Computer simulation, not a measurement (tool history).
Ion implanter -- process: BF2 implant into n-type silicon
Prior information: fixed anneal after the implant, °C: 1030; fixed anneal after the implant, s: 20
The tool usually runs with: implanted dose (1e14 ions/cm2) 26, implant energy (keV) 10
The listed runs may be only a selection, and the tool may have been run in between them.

run,hour,implanted dose (1e14 ions/cm2),implant energy (keV),"read-back reference wafer on the same gauge, sheet resistance",sheet resistance of the implanted and annealed layer (ohm/square)
1,0,21.99,10,171.1,157.39
2,104.7,21.99,10,171.32,157.41
3,143.3,31.48,10,171.14,155.53
4,219.9,26,10,171.24,155.68
5,277.8,26,10,171.5,156.65
6,353.8,21.36,8.5,171.25,163.09
7,419.5,21.36,8.5,171.35,163.08
8,487.3,32.03,10,171.55,155.11
9,576.6,26,10,171.37,156.35
10,643.5,26,10,171.48,155.85
11,737.8,26,10,171.53,156.47
12,814.5,26,7.5,171.53,168.11
13,920.9,26,7.5,171.59,167.48
14,993.4,26,10,171.5,156.46
15,1032.6,26,10,171.43,156.9
16,1092.6,19.83,12,171.75,151.85
17,1180.8,28.42,12.5,171.66,146.3
18,1232.6,26,10,171.53,156.58
19,1322,21.28,13,169.79,145.3
20,1410.1,23.25,12,170.02,147.96
21,1471.9,21.67,12.5,170.15,147.41
22,1564.5,26,13.5,170.2,142.67
23,1627.6,31.63,11,170.6,149.91
24,1718.7,26,10,170.29,155.52
25,1782.6,21.16,9,170.41,160.76
26,1880.8,29.42,11.5,170.65,148.81
27,1952.8,30.61,10,170.44,154.8
28,2056,26,10,170.73,155.5
29,2132.3,29.56,9,170.83,159.07
30,2354.6,32.43,13,171.07,143.5

Missing from the log above: 3 entries noted between runs. For each, name the pair of listed runs it sits between and say how the tool's hidden condition differs from the listed run just before to the listed run just after:
Logged between run 12 and run 13: extraction supply calibrated (hour 875.4)
  gauge reads high (%): 0.935 -> 0.95
  what was measured, less what the result would be without the hidden state, sheet resistance of the implanted and annealed layer (ohm/square): +1.56 -> +1.58
Logged between run 18 and run 19: gauge calibrated (hour 1258.6)
  gauge reads high (%): 0.982 -> -0.057
  what was measured, less what the result would be without the hidden state, sheet resistance of the implanted and annealed layer (ohm/square): +1.53 -> -0.08
Logged between run 22 and run 23: Faraday cup replaced and dose calibrated (hour 1617.1)
  gauge reads high (%): 0.167 -> 0.215
  what was measured, less what the result would be without the hidden state, sheet resistance of the implanted and annealed layer (ohm/square): +0.23 -> +0.32
